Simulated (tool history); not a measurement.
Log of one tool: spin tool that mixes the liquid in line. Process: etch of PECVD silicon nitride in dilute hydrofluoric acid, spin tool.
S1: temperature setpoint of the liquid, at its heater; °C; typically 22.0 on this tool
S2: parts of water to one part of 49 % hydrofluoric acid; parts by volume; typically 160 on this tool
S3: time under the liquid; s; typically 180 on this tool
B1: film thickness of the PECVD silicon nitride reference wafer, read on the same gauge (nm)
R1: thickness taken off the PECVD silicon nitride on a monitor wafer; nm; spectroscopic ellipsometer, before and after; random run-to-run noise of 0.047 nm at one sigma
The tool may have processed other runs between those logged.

run	hour	S1	S2	S3	B1	R1
1	0.0	22.0	160	180	100.00	5.55
2	14.7	22.0	160	180	100.02	5.37
3	39.3	22.0	160	180	100.01	5.40
4	64.4	22.0	160	205	100.03	6.20
5	96.5	22.0	160	180	100.05	5.57
6	129.8	22.0	160	180	100.01	5.36
7	163.3	22.0	160	180	100.02	5.51
8	184.3	22.0	160	180	100.01	5.47
9	210.7	22.0	160	180	100.00	5.45
10	243.8	22.0	160	180	100.01	5.47
11	277.4	22.0	160	180	99.95	5.51
12	295.5	22.0	160	180	99.99	5.49
13	324.5	22.0	160	180	99.98	5.53
14	346.4	22.0	160	180	100.01	5.50
15	381.8	22.0	160	180	100.03	5.44
# hour 400.2: hydrofluoric acid flow meter replaced
16	415.8	22.0	160	180	99.97	5.69
17	431.0	17.5	85	180	99.99	8.07
18	443.9	17.0	235	130	100.00	2.09
19	465.1	18.5	205	95	99.99	1.93
# hour 467.9: thermometer replaced
20	490.1	22.0	105	130	99.95	6.40
21	505.1	22.0	105	130	99.99	6.38
22	537.4	26.5	160	150	99.98	6.52
# hour 546.8: hydrofluoric acid flow meter replaced, repeated, since the last time left the tool worse
23	557.8	22.0	100	180	100.01	8.18
24	577.1	18.0	160	280	100.00	6.06
# hour 584.0: gauge calibrated
25	597.0	18.5	130	265	99.99	7.37
26	610.6	20.0	120	210	100.00	6.96
27	633.3	22.0	160	180	100.03	5.16
28	664.4	24.5	160	260	99.99	8.82
29	688.2	25.0	105	130	99.97	6.76
30	708.0	26.5	135	110	100.02	4.94
31	738.8	22.0	160	215	100.00	6.10

3 ways to go on from here, each from the tool as it stands after run 31. What would each give?
A	739.3	22.0	160	180	?	?
B	739.3	22.0	160	225	?	?
C	739.3	23.5	160	180	?	?

run	B1	R1
A	100.01	5.10
B	100.01	6.38
C	100.01	5.63
Take away the tool's hidden state, keep each run's random variation, and the runs would have read:
run	R1
A	5.04
B	6.30
C	5.56

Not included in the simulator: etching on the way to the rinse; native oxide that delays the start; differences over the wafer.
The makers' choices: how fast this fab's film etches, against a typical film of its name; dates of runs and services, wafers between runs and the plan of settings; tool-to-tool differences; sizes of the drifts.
